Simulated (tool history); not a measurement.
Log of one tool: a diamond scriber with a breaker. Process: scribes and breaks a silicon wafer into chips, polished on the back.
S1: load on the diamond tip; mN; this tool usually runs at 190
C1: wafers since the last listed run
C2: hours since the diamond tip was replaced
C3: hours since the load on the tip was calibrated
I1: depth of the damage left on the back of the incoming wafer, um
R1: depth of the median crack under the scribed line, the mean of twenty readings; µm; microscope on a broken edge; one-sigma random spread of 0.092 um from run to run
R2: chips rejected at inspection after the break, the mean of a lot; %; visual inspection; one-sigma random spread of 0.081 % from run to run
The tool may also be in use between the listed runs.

Run 1, day 0: usual settings; C1 0; C2 825.6; C3 1536.9; I1 0.03. Result: R1 8.61 µm, R2 1.74 %.
Run 2, day 1.125: usual settings; C1 75; C2 852.6; C3 1563.9; I1 0.04. Result: R1 8.53 µm, R2 1.9 %.
Run 3, day 1.95: usual settings; C1 55; C2 872.4; C3 1583.7; I1 0.01. Result: R1 8.6 µm, R2 1.92 %.
Run 4, day 5.108: usual settings; C1 212; C2 948.2; C3 1659.5; I1 0.03. Result: R1 8.54 µm, R2 2.09 %.
At day 5.388: diamond tip replaced by a new one.
Run 5, day 6.488: usual settings but S1 213 mN; C1 87; C2 26.4; C3 1692.6; I1 0.02. Result: R1 10.44 µm, R2 5.94 %.
Run 6, day 7.625: usual settings but S1 213 mN; C1 76; C2 53.7; C3 1719.9; I1 0.04. Result: R1 10.4 µm, R2 5.17 %.
Run 7, day 8.7: usual settings but S1 213 mN; C1 72; C2 79.5; C3 1745.7; I1 0.01. Result: R1 10.41 µm, R2 4.94 %.
Run 8, day 9.288: usual settings; C1 39; C2 93.6; C3 1759.8; I1 0.04. Result: R1 9.58 µm, R2 2.42 %.
Run 9, day 10.621: usual settings; C1 89; C2 125.6; C3 1791.8; I1 0.02. Result: R1 9.63 µm, R2 2.39 %.
Run 10, day 11.675: usual settings; C1 70; C2 150.9; C3 1817.1; I1 0.04. Result: R1 9.42 µm, R2 2.16 %.
Run 11, day 12.742: usual settings but S1 153 mN; C1 71; C2 176.5; C3 1842.7; I1 0.03. Result: R1 8.46 µm, R2 2.96 %.
Run 12, day 13.933: usual settings but S1 153 mN; C1 80; C2 205.1; C3 1871.3; I1 0.01. Result: R1 8.27 µm, R2 3.32 %.
Run 13, day 15.175: usual settings but S1 153 mN; C1 83; C2 234.9; C3 1901.1; I1 0.04. Result: R1 8.21 µm, R2 3.34 %.
Run 14, day 16.483: usual settings; C1 88; C2 266.3; C3 1932.5; I1 0.02. Result: R1 9.51 µm, R2 2.02 %.
Run 15, day 17.175: usual settings; C1 46; C2 282.9; C3 1949.1; I1 0.03. Result: R1 9.57 µm, R2 1.92 %.
Run 16, day 18.621: usual settings; C1 97; C2 317.6; C3 1983.8; I1 0.02. Result: R1 9.41 µm, R2 1.88 %.
Run 17, day 19.488: usual settings but S1 164 mN; C1 58; C2 338.4; C3 2004.6; I1 0.05. Result: R1 8.57 µm, R2 2.07 %.
Run 18, day 20.012: usual settings but S1 164 mN; C1 35; C2 351; C3 2017.2; I1 0.05. Result: R1 8.51 µm, R2 2.14 %.
Run 19, day 21.483: usual settings but S1 220 mN; C1 98; C2 386.3; C3 2052.5; I1 0.01. Result: R1 10.19 µm, R2 5.25 %.
Run 20, day 22.325: usual settings but S1 215 mN; C1 56; C2 406.5; C3 2072.7; I1 0.04. Result: R1 10.19 µm, R2 4.23 %.
Run 21, day 23.246: usual settings; C1 61; C2 428.6; C3 2094.8; I1 0.04. Result: R1 9.38 µm, R2 1.66 %.
Run 22, day 24.546: usual settings but S1 135 mN; C1 87; C2 459.8; C3 2126; I1 0.03. Result: R1 7.43 µm, R2 9.16 %.
Run 23, day 25.075: usual settings but S1 235 mN; C1 35; C2 472.5; C3 2138.7; I1 0.04. Result: R1 10.79 µm, R2 7.81 %.
Run 24, day 26.488: usual settings but S1 226 mN; C1 95; C2 506.4; C3 2172.6; I1 0.03. Result: R1 10.31 µm, R2 5.21 %.
Run 25, day 27.783: usual settings but S1 215 mN; C1 87; C2 537.5; C3 2203.7; I1 0.04. Result: R1 9.94 µm, R2 3.57 %.
Run 26, day 29.188: usual settings but S1 145 mN; C1 94; C2 571.2; C3 2237.4; I1 0.02. Result: R1 7.75 µm, R2 7.06 %.
At day 29.75: load on the tip recalibrated.
Run 27, day 29.817: usual settings but S1 211 mN; C1 36; C2 586.3; C3 1.6; I1 0.02. Result: R1 9 µm, R2 1.36 %.
Run 28, day 30.625: usual settings but S1 205 mN; C1 54; C2 605.7; C3 21; I1 0.03. Result: R1 8.76 µm, R2 1.55 %.
Run 29, day 31.479: usual settings; C1 57; C2 626.2; C3 41.5; I1 0.04. Result: R1 8.37 µm, R2 2.72 %.
Run 30, day 32.142: usual settings but S1 229 mN; C1 44; C2 642.1; C3 57.4; I1 0.02. Result: R1 9.39 µm, R2 1.84 %.
Run 31, day 36.392: usual settings but S1 207 mN; C1 285; C2 744.1; C3 159.4; I1 0.04. Result: R1 8.75 µm, R2 1.76 %.
Run 32, day 37.146: usual settings; C1 50; C2 762.2; C3 177.5; I1 0.04. Result: R1 8.24 µm, R2 3.07 %.
Run 33, day 37.846: usual settings but S1 151 mN; C1 47; C2 779; C3 194.3; I1 0.04. Result: R1 6.91 µm, R2 12.89 %.
Run 34, day 38.642: usual settings but S1 225 mN; C1 53; C2 798.1; C3 213.4; I1 0.01. Result: R1 9.25 µm, R2 1.62 %.
Run 35, day 39.308: usual settings but S1 218 mN; C1 44; C2 814.1; C3 229.4; I1 0.02. Result: R1 9.06 µm, R2 1.4 %.
Run 36, day 40.642: usual settings but S1 162 mN; C1 89; C2 846.1; C3 261.4; I1 0.03. Result: R1 7.2 µm, R2 9.83 %.
Run 37, day 41.779: usual settings but S1 219 mN; C1 76; C2 873.4; C3 288.7; I1 0.03. Result: R1 9.1 µm, R2 1.44 %.
Run 38, day 43.092: usual settings but S1 243 mN; C1 88; C2 904.9; C3 320.2; I1 0.01. Result: R1 9.53 µm, R2 2.23 %.
Run 39, day 44.021: usual settings but S1 175 mN; C1 62; C2 927.2; C3 342.5; I1 0.02. Result: R1 7.5 µm, R2 7.07 %.
Run 40, day 45.462: usual settings but S1 237 mN; C1 97; C2 961.8; C3 377.1; I1 0.05. Result: R1 9.3 µm, R2 1.75 %.
At day 45.842: diamond tip replaced by a new one.
Run 41, day 46.396: usual settings; C1 57; C2 13.3; C3 399.5; I1 0.03. Result: R1 9.21 µm, R2 1.57 %.
Run 42, day 47.096: usual settings but S1 171 mN; C1 47; C2 30.1; C3 416.3; I1 0.03. Result: R1 8.46 µm, R2 1.85 %.

Pick out some run-to-run changes in R1. Of each, how much would a tool without hidden state show as well, from the settings, what came in and chance, and how much is left for the hidden state and any gauge scatter not in both results compared?
Hidden conditions of the tool in this case: share of the diamond tip's cutting effectiveness lost through wear, %; deviation of the load on the tip from its setpoint, %.
Run 4 -> 5: S1 190 -> 213, diamond tip replaced by a new one. R1 +1.9 µm: hidden state +1.18, all else +0.72.
Run 22 -> 23: S1 135 -> 235. R1 +3.36 µm: hidden state +0.08, all else +3.28.
Run 25 -> 26: S1 215 -> 145. R1 -2.19 µm: hidden state -0.08, all else -2.11.
Run 26 -> 27: S1 145 -> 211, load on the tip recalibrated. R1 +1.25 µm: hidden state -0.87, all else +2.12.
Run 33 -> 34: S1 151 -> 225. R1 +2.34 µm: hidden state -0.25, all else +2.59.
Run 40 -> 41: S1 237 -> 190, diamond tip replaced by a new one. R1 -0.09 µm: hidden state +1.27, all else -1.36.
